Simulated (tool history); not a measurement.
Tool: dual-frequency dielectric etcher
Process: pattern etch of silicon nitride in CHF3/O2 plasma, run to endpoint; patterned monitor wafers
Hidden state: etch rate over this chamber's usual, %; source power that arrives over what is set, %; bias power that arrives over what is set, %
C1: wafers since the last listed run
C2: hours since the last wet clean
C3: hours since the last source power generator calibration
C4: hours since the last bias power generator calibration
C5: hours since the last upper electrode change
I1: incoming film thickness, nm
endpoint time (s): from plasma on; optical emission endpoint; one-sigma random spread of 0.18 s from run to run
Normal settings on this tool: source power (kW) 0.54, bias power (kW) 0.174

Run 1, hour 0: usual settings but bias power (kW) 0.204; C1 0; C2 305; C3 1099; C4 1410.4; C5 2410.1; I1 64.8. Result: endpoint time (s) 41.8.
Run 2, hour 54.6: usual settings but source power (kW) 0.6, bias power (kW) 0.151; C1 512; C2 359.6; C3 1153.6; C4 1465; C5 2464.7; I1 64.9. Result: endpoint time (s) 43.
Run 3, hour 114.4: usual settings but source power (kW) 0.6, bias power (kW) 0.151; C1 561; C2 419.4; C3 1213.4; C4 1524.8; C5 2524.5; I1 64.7. Result: endpoint time (s) 42.8.
Run 4, hour 178.6: usual settings but source power (kW) 0.62; C1 602; C2 483.6; C3 1277.6; C4 1589; C5 2588.7; I1 64.2. Result: endpoint time (s) 40.5.
Run 5, hour 215.7: usual settings but source power (kW) 0.62; C1 348; C2 520.7; C3 1314.7; C4 1626.1; C5 2625.8; I1 64.5. Result: endpoint time (s) 40.4.
Run 6, hour 268.5: usual settings; C1 495; C2 573.5; C3 1367.5; C4 1678.9; C5 2678.6; I1 64. Result: endpoint time (s) 42.3.
Run 7, hour 301.6: usual settings; C1 310; C2 606.6; C3 1400.6; C4 1712; C5 2711.7; I1 64.1. Result: endpoint time (s) 42.4.
At hour 331.5: wet clean of the chamber.
Run 8, hour 370.8: usual settings; C1 424; C2 39.3; C3 1469.8; C4 1781.2; C5 2780.9; I1 65. Result: endpoint time (s) 44.3.
Run 9, hour 429.2: usual settings; C1 548; C2 97.7; C3 1528.2; C4 1839.6; C5 2839.3; I1 64.9. Result: endpoint time (s) 44.2.
Run 10, hour 473.6: usual settings; C1 416; C2 142.1; C3 1572.6; C4 1884; C5 2883.7; I1 65.4. Result: endpoint time (s) 44.2.
Run 11, hour 536.7: usual settings but bias power (kW) 0.145; C1 592; C2 205.2; C3 1635.7; C4 1947.1; C5 2946.8; I1 65. Result: endpoint time (s) 45.7.
At hour 590.1: upper electrode replaced.
Run 12, hour 590.6: usual settings but bias power (kW) 0.145; C1 280; C2 259.1; C3 1689.6; C4 2001; C5 0.5; I1 64.3. Result: endpoint time (s) 45.2.
Run 13, hour 601.6: usual settings; C1 103; C2 270.1; C3 1700.6; C4 2012; C5 11.5; I1 64.8. Result: endpoint time (s) 43.7.
Run 14, hour 654.1: usual settings; C1 492; C2 322.6; C3 1753.1; C4 2064.5; C5 64; I1 64.6. Result: endpoint time (s) 43.3.
Run 15, hour 679.3: usual settings; C1 236; C2 347.8; C3 1778.3; C4 2089.7; C5 89.2; I1 64.7. Result: endpoint time (s) 42.9.
Run 16, hour 749.2: usual settings; C1 656; C2 417.7; C3 1848.2; C4 2159.6; C5 159.1; I1 63.9. Result: endpoint time (s) 42.5.
Run 17, hour 813.3: usual settings; C1 601; C2 481.8; C3 1912.3; C4 2223.7; C5 223.2; I1 64.3. Result: endpoint time (s) 42.3.
Run 18, hour 859: usual settings; C1 428; C2 527.5; C3 1958; C4 2269.4; C5 268.9; I1 64.7. Result: endpoint time (s) 42.7.
Run 19, hour 918.5: usual settings; C1 558; C2 587; C3 2017.5; C4 2328.9; C5 328.4; I1 64.7. Result: endpoint time (s) 42.3.
Run 20, hour 954.9: usual settings but source power (kW) 0.49, bias power (kW) 0.139; C1 341; C2 623.4; C3 2053.9; C4 2365.3; C5 364.8; I1 64.2. Result: endpoint time (s) 46.6.
At hour 1008.8: wet clean of the chamber.
Run 21, hour 1024.3: usual settings but source power (kW) 0.5, bias power (kW) 0.143; C1 426; C2 15.5; C3 2123.3; C4 2434.7; C5 434.2; I1 64. Result: endpoint time (s) 47.9.
At hour 1039.4: source power generator calibrated.
At hour 1051.4: bias power generator calibrated.
Run 22, hour 1094.4: usual settings but source power (kW) 0.67, bias power (kW) 0.152; C1 582; C2 85.6; C3 55; C4 43; C5 504.3; I1 65. Result: endpoint time (s) 41.2.
Run 23, hour 1137.1: usual settings but source power (kW) 0.49, bias power (kW) 0.162; C1 400; C2 128.3; C3 97.7; C4 85.7; C5 547; I1 64.8. Result: endpoint time (s) 46.2.
Run 24, hour 1203: usual settings but source power (kW) 0.45, bias power (kW) 0.193; C1 618; C2 194.2; C3 163.6; C4 151.6; C5 612.9; I1 64.8. Result: endpoint time (s) 45.
Run 25, hour 1247.6: usual settings but source power (kW) 0.61, bias power (kW) 0.152; C1 418; C2 238.8; C3 208.2; C4 196.2; C5 657.5; I1 64.7. Result: endpoint time (s) 42.6.
Run 26, hour 1272.6: usual settings but source power (kW) 0.65, bias power (kW) 0.213; C1 234; C2 263.8; C3 233.2; C4 221.2; C5 682.5; I1 64.8. Result: endpoint time (s) 37.4.
Run 27, hour 1333.2: usual settings but source power (kW) 0.67, bias power (kW) 0.163; C1 568; C2 324.4; C3 293.8; C4 281.8; C5 743.1; I1 64.9. Result: endpoint time (s) 39.7.
Run 28, hour 1358.8: usual settings but source power (kW) 0.6, bias power (kW) 0.154; C1 240; C2 350; C3 319.4; C4 307.4; C5 768.7; I1 64.3. Result: endpoint time (s) 42.1.
Run 29, hour 1419.5: usual settings but source power (kW) 0.45, bias power (kW) 0.14; C1 569; C2 410.7; C3 380.1; C4 368.1; C5 829.4; I1 64.7. Result: endpoint time (s) 49.1.
Run 30, hour 1484.3: usual settings; C1 608; C2 475.5; C3 444.9; C4 432.9; C5 894.2; I1 64.6. Result: endpoint time (s) 42.6.
Run 31, hour 1534.7: usual settings; C1 473; C2 525.9; C3 495.3; C4 483.3; C5 944.6; I1 64.9. Result: endpoint time (s) 42.8.
Run 32, hour 1563.9: usual settings but source power (kW) 0.44; C1 274; C2 555.1; C3 524.5; C4 512.5; C5 973.8; I1 64.5. Result: endpoint time (s) 45.7.
Run 33, hour 1614.5: usual settings; C1 474; C2 605.7; C3 575.1; C4 563.1; C5 1024.4; I1 64. Result: endpoint time (s) 41.7.
Run 34, hour 1670.1: usual settings; C1 521; C2 661.3; C3 630.7; C4 618.7; C5 1080; I1 64.8. Result: endpoint time (s) 42.3.
At hour 1728: wet clean of the chamber.
Run 35, hour 1818.4: usual settings but source power (kW) 0.59; C1 1166; C2 90.4; C3 779; C4 767; C5 1228.3; I1 64.9. Result: endpoint time (s) 41.8.

Hidden state at the last listed run before each entry between runs and at the first one after, where it differs:
Run 7 -> run 8: wet clean of the chamber (hour 331.5)
  etch rate over this chamber's usual, %: 3.38 -> 0.0911; source power that arrives over what is set, %: -4.06 -> -4.13
  measured less the result without the state, endpoint time (s): -0.6 -> +0.7
Run 11 -> run 12: upper electrode replaced (hour 590.1)
  etch rate over this chamber's usual, %: 1.29 -> 1.68; source power that arrives over what is set, %: -4.27 -> -4.31
  measured less the result without the state, endpoint time (s): +0.2 -> +0.1
Run 20 -> run 21: wet clean of the chamber (hour 1008.8)
  etch rate over this chamber's usual, %: 4.31 -> -0.824; source power that arrives over what is set, %: -4.5 -> -4.52
  measured less the result without the state, endpoint time (s): -1.1 -> +1.3
Run 21 -> run 22: source power generator calibrated (hour 1039.4); bias power generator calibrated (hour 1051.4)
  etch rate over this chamber's usual, %: -0.824 -> -0.318; source power that arrives over what is set, %: -4.52 -> 0.907
  measured less the result without the state, endpoint time (s): +1.3 -> +0
Run 34 -> run 35: wet clean of the chamber (hour 1728)
  etch rate over this chamber's usual, %: 3.84 -> 1.09; source power that arrives over what is set, %: -1.82 -> -2.23
  measured less the result without the state, endpoint time (s): -1.3 -> -0.1

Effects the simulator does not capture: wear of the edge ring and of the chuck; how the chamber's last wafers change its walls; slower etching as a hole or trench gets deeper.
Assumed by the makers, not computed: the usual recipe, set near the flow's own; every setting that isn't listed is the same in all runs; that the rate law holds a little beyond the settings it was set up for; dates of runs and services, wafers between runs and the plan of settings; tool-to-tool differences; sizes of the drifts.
